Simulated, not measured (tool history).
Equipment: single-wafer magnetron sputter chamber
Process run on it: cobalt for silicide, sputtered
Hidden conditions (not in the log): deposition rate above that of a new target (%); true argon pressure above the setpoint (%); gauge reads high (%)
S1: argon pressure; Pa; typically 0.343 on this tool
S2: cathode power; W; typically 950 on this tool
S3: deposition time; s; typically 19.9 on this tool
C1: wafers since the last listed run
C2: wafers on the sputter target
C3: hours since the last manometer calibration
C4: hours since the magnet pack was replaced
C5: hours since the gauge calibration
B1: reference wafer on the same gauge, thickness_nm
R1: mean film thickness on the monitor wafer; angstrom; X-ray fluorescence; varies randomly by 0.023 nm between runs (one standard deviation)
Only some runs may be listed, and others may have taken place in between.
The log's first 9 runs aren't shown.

{"run": 10, "hour": 102.9, "S1": 0.343, "S2": 950, "S3": 17.4, "C1": 268, "C2": 2184, "C3": 2886.7, "C4": 11003.2, "C5": 246, "B1": 8.039, "R1": 84.85}
{"run": 11, "hour": 110.7, "S1": 0.385, "S2": 1050, "S3": 19.9, "C1": 203, "C2": 2388, "C3": 2894.5, "C4": 11011, "C5": 253.8, "B1": 8.041, "R1": 105.67}
{"run": 12, "hour": 128.3, "S1": 0.385, "S2": 1050, "S3": 19.9, "C1": 459, "C2": 2847, "C3": 2912.1, "C4": 11028.6, "C5": 271.4, "B1": 8.036, "R1": 105.58}
{"run": 13, "hour": 140.7, "S1": 0.385, "S2": 1050, "S3": 19.9, "C1": 323, "C2": 3171, "C3": 2924.5, "C4": 11041, "C5": 283.8, "B1": 8.041, "R1": 105.74}
{"run": 14, "hour": 155.6, "S1": 0.343, "S2": 950, "S3": 19.9, "C1": 388, "C2": 3559, "C3": 2939.4, "C4": 11055.9, "C5": 298.7, "B1": 8.038, "R1": 96.83}
{"run": 15, "hour": 162.4, "S1": 0.343, "S2": 950, "S3": 19.9, "C1": 177, "C2": 3737, "C3": 2946.2, "C4": 11062.7, "C5": 305.5, "B1": 8.039, "R1": 96.59}
{"hour": 171.1, "done": "capacitance manometer re-zeroed and calibrated"}
{"run": 16, "hour": 172.2, "S1": 0.343, "S2": 950, "S3": 19.9, "C1": 46, "C2": 3784, "C3": 1.1, "C4": 11072.5, "C5": 315.3, "B1": 8.039, "R1": 96.67}
{"run": 17, "hour": 187.2, "S1": 0.399, "S2": 900, "S3": 17.5, "C1": 391, "C2": 4175, "C3": 16.1, "C4": 11087.5, "C5": 330.3, "B1": 8.041, "R1": 79.34}
{"hour": 206.5, "done": "magnet pack replaced, of another model than before"}
{"run": 18, "hour": 207.0, "S1": 0.343, "S2": 1100, "S3": 23.6, "C1": 307, "C2": 4483, "C3": 35.9, "C4": 0.5, "C5": 350.1, "B1": 8.04, "R1": 131.88}
{"run": 19, "hour": 227.2, "S1": 0.448, "S2": 1050, "S3": 16.4, "C1": 527, "C2": 5010, "C3": 56.1, "C4": 20.7, "C5": 370.3, "B1": 8.04, "R1": 86.39}
{"hour": 241.4, "done": "gauge calibrated"}
{"run": 20, "hour": 242.9, "S1": 0.43, "S2": 800, "S3": 22.5, "C1": 409, "C2": 5420, "C3": 71.8, "C4": 36.4, "C5": 1.5, "B1": 8.038, "R1": 89.94}
{"run": 21, "hour": 258.6, "S1": 0.475, "S2": 750, "S3": 22.4, "C1": 409, "C2": 5829, "C3": 87.5, "C4": 52.1, "C5": 17.2, "B1": 8.037, "R1": 83.54}
{"hour": 286.4, "done": "sputter target and shields replaced"}
{"run": 22, "hour": 286.9, "S1": 0.343, "S2": 750, "S3": 16.9, "C1": 529, "C2": 12, "C3": 115.8, "C4": 80.4, "C5": 45.5, "B1": 8.044, "R1": 65.15}
{"run": 23, "hour": 299.6, "S1": 0.3, "S2": 900, "S3": 21.1, "C1": 331, "C2": 344, "C3": 128.5, "C4": 93.1, "C5": 58.2, "B1": 8.045, "R1": 98.26}
{"run": 24, "hour": 309.8, "S1": 0.343, "S2": 750, "S3": 16.9, "C1": 266, "C2": 610, "C3": 138.7, "C4": 103.3, "C5": 68.4, "B1": 8.04, "R1": 65.03}
{"run": 25, "hour": 326.6, "S1": 0.343, "S2": 1100, "S3": 19.9, "C1": 438, "C2": 1048, "C3": 155.5, "C4": 120.1, "C5": 85.2, "B1": 8.039, "R1": 112.37}
{"run": 26, "hour": 338.7, "S1": 0.343, "S2": 950, "S3": 19.9, "C1": 315, "C2": 1364, "C3": 167.6, "C4": 132.2, "C5": 97.3, "B1": 8.038, "R1": 97.24}
{"run": 27, "hour": 353.6, "S1": 0.343, "S2": 950, "S3": 19.9, "C1": 388, "C2": 1753, "C3": 182.5, "C4": 147.1, "C5": 112.2, "B1": 8.042, "R1": 96.87}
{"run": 28, "hour": 359.8, "S1": 0.234, "S2": 1100, "S3": 16.6, "C1": 161, "C2": 1914, "C3": 188.7, "C4": 153.3, "C5": 118.4, "B1": 8.041, "R1": 95.46}
{"run": 29, "hour": 374.5, "S1": 0.393, "S2": 1050, "S3": 18.2, "C1": 383, "C2": 2298, "C3": 203.4, "C4": 168, "C5": 133.1, "B1": 8.042, "R1": 96.68}
{"run": 30, "hour": 385.2, "S1": 0.307, "S2": 750, "S3": 16.3, "C1": 279, "C2": 2577, "C3": 214.1, "C4": 178.7, "C5": 143.8, "B1": 8.041, "R1": 62.81}
{"run": 31, "hour": 397.6, "S1": 0.228, "S2": 950, "S3": 19.9, "C1": 323, "C2": 2901, "C3": 226.5, "C4": 191.1, "C5": 156.2, "B1": 8.038, "R1": 99.13}
{"run": 32, "hour": 405.8, "S1": 0.343, "S2": 950, "S3": 18.9, "C1": 213, "C2": 3115, "C3": 234.7, "C4": 199.3, "C5": 164.4, "B1": 8.04, "R1": 91.77}
{"run": 33, "hour": 413.6, "S1": 0.271, "S2": 950, "S3": 19.9, "C1": 203, "C2": 3318, "C3": 242.5, "C4": 207.1, "C5": 172.2, "B1": 8.039, "R1": 98.13}
{"run": 34, "hour": 421.7, "S1": 0.343, "S2": 950, "S3": 21.6, "C1": 211, "C2": 3529, "C3": 250.6, "C4": 215.2, "C5": 180.3, "B1": 8.039, "R1": 105.1}

Predict each of these 5 candidate next runs independently; none follows another, all start after run 34:
{"run": "A", "hour": 422.1, "S1": 0.343, "S2": 900, "S3": 19.9, "C1": 10, "C2": 3540, "C3": 251, "C4": 215.6, "C5": 180.7, "B1": "?", "R1": "?"}
{"run": "B", "hour": 422.1, "S1": 0.416, "S2": 950, "S3": 18.8, "C1": 10, "C2": 3540, "C3": 251, "C4": 215.6, "C5": 180.7, "B1": "?", "R1": "?"}
{"run": "C", "hour": 422.1, "S1": 0.47, "S2": 950, "S3": 23.3, "C1": 10, "C2": 3540, "C3": 251, "C4": 215.6, "C5": 180.7, "B1": "?", "R1": "?"}
{"run": "D", "hour": 422.1, "S1": 0.478, "S2": 1100, "S3": 22.4, "C1": 10, "C2": 3540, "C3": 251, "C4": 215.6, "C5": 180.7, "B1": "?", "R1": "?"}
{"run": "E", "hour": 422.1, "S1": 0.405, "S2": 1150, "S3": 22.5, "C1": 10, "C2": 3540, "C3": 251, "C4": 215.6, "C5": 180.7, "B1": "?", "R1": "?"}

run=A B1=8.043 R1=91.78
run=B B1=8.043 R1=90.42
run=C B1=8.043 R1=111.07
run=D B1=8.043 R1=123.47
run=E B1=8.043 R1=131.24
Take away the tool's hidden state, keep each run's random variation, and the runs would have read:
run=A R1=92.11
run=B R1=90.75
run=C R1=111.46
run=D R1=123.92
run=E R1=131.71
